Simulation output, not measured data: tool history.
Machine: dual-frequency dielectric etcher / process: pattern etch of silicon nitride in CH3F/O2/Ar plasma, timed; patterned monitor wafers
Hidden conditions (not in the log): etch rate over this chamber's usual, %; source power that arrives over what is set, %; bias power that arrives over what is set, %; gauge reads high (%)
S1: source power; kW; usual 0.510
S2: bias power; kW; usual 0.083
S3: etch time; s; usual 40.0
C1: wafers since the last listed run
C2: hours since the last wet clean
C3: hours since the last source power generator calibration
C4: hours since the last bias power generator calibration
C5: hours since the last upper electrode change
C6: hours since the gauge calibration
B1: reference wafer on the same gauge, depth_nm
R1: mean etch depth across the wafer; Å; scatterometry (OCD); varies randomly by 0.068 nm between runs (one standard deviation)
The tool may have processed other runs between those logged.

run	day	S1	S2	S3	C1	C2	C3	C4	C5	C6	B1	R1
1	0.000	0.540	0.090	40.0	0	587.6	1698.6	211.4	4220.7	980.5	32.79	364.0
# day 2.379: wet clean of the chamber
2	2.533	0.540	0.090	40.0	507	3.7	1759.4	272.2	4281.5	1041.3	32.78	364.5
3	5.096	0.610	0.083	40.0	848	65.2	1820.9	333.7	4343.0	1102.8	32.80	372.1
4	7.467	0.610	0.083	40.0	785	122.1	1877.8	390.6	4399.9	1159.7	32.75	372.7
5	11.692	0.610	0.083	40.0	1399	223.5	1979.2	492.0	4501.3	1261.1	32.80	372.5
6	13.192	0.510	0.083	40.0	496	259.5	2015.2	528.0	4537.3	1297.1	32.80	339.3
7	16.946	0.510	0.083	40.0	1243	349.6	2105.3	618.1	4627.4	1387.2	32.82	339.7
8	18.704	0.510	0.083	40.0	582	391.8	2147.5	660.3	4669.6	1429.4	32.77	339.1
# day 20.879: upper electrode replaced
9	20.900	0.510	0.083	40.0	396	444.5	2200.2	713.0	0.5	1482.1	32.79	339.3
# day 23.908: gauge calibrated
10	23.933	0.590	0.083	48.0	1004	517.3	2273.0	785.8	73.3	0.6	32.77	438.7
# day 25.721: wet clean of the chamber
11	27.629	0.430	0.077	29.0	892	45.8	2361.7	874.5	162.0	89.3	32.79	217.2
12	30.371	0.510	0.101	40.0	908	111.6	2427.5	940.3	227.8	155.1	32.80	371.5
13	32.054	0.510	0.089	40.0	557	152.0	2467.9	980.7	268.2	195.5	32.80	350.9
14	36.262	0.450	0.073	37.0	1393	253.0	2568.9	1081.7	369.2	296.5	32.81	276.4
15	43.996	0.410	0.072	46.0	2561	438.6	2754.5	1267.3	554.8	482.1	32.80	324.5
# day 47.854: source power generator calibrated
# day 48.217: wet clean of the chamber
16	48.238	0.510	0.083	43.5	1229	0.5	9.2	1369.1	656.6	583.9	32.80	370.4
17	49.762	0.510	0.083	52.0	505	37.1	45.8	1405.7	693.2	620.5	32.82	441.5
18	51.496	0.510	0.083	40.0	574	78.7	87.4	1447.3	734.8	662.1	32.79	338.6
19	54.633	0.510	0.083	40.0	1039	154.0	162.7	1522.6	810.1	737.4	32.80	340.7
20	57.075	0.510	0.095	40.0	808	212.6	221.3	1581.2	868.7	796.0	32.80	362.5
21	59.321	0.510	0.076	40.0	743	266.5	275.2	1635.1	922.6	849.9	32.79	326.5
# day 60.725: bias power generator calibrated
22	63.575	0.590	0.098	44.5	1353	368.6	377.3	68.4	1024.7	952.0	32.80	438.0
23	66.488	0.430	0.083	40.0	964	438.5	447.2	138.3	1094.6	1021.9	32.79	310.6
24	70.708	0.550	0.083	40.0	1398	539.8	548.5	239.6	1195.9	1123.2	32.77	353.4
# day 72.371: wet clean of the chamber
25	75.171	0.600	0.083	33.0	1146	67.2	655.6	346.7	1303.0	1230.3	32.81	304.3
26	77.612	0.510	0.083	40.0	808	125.8	714.2	405.3	1361.6	1288.9	32.82	339.2
27	80.792	0.620	0.083	40.0	1053	202.1	790.5	481.6	1437.9	1365.2	32.78	377.5
28	84.538	0.540	0.088	49.5	1240	292.0	880.4	571.5	1527.8	1455.1	32.79	446.5
29	86.042	0.580	0.073	47.0	498	328.1	916.5	607.6	1563.9	1491.2	32.76	404.5

Each row is a separate what-if for the run after 29, all from the same tool condition, not one after another. Results?
A	86.058	0.510	0.094	40.0	5	328.5	916.9	608.0	1564.3	1491.6	?	?
B	86.058	0.560	0.083	36.5	5	328.5	916.9	608.0	1564.3	1491.6	?	?
C	86.058	0.460	0.067	43.5	5	328.5	916.9	608.0	1564.3	1491.6	?	?
D	86.058	0.510	0.083	44.0	5	328.5	916.9	608.0	1564.3	1491.6	?	?
E	86.058	0.510	0.066	36.5	5	328.5	916.9	608.0	1564.3	1491.6	?	?

run	B1	R1
A	32.79	360.6
B	32.79	326.4
C	32.79	317.0
D	32.79	374.7
E	32.79	279.7
Stripped of hidden state, with their random variation kept, the same runs would have yielded:
run	R1
A	360.6
B	326.4
C	317.0
D	374.7
E	279.7
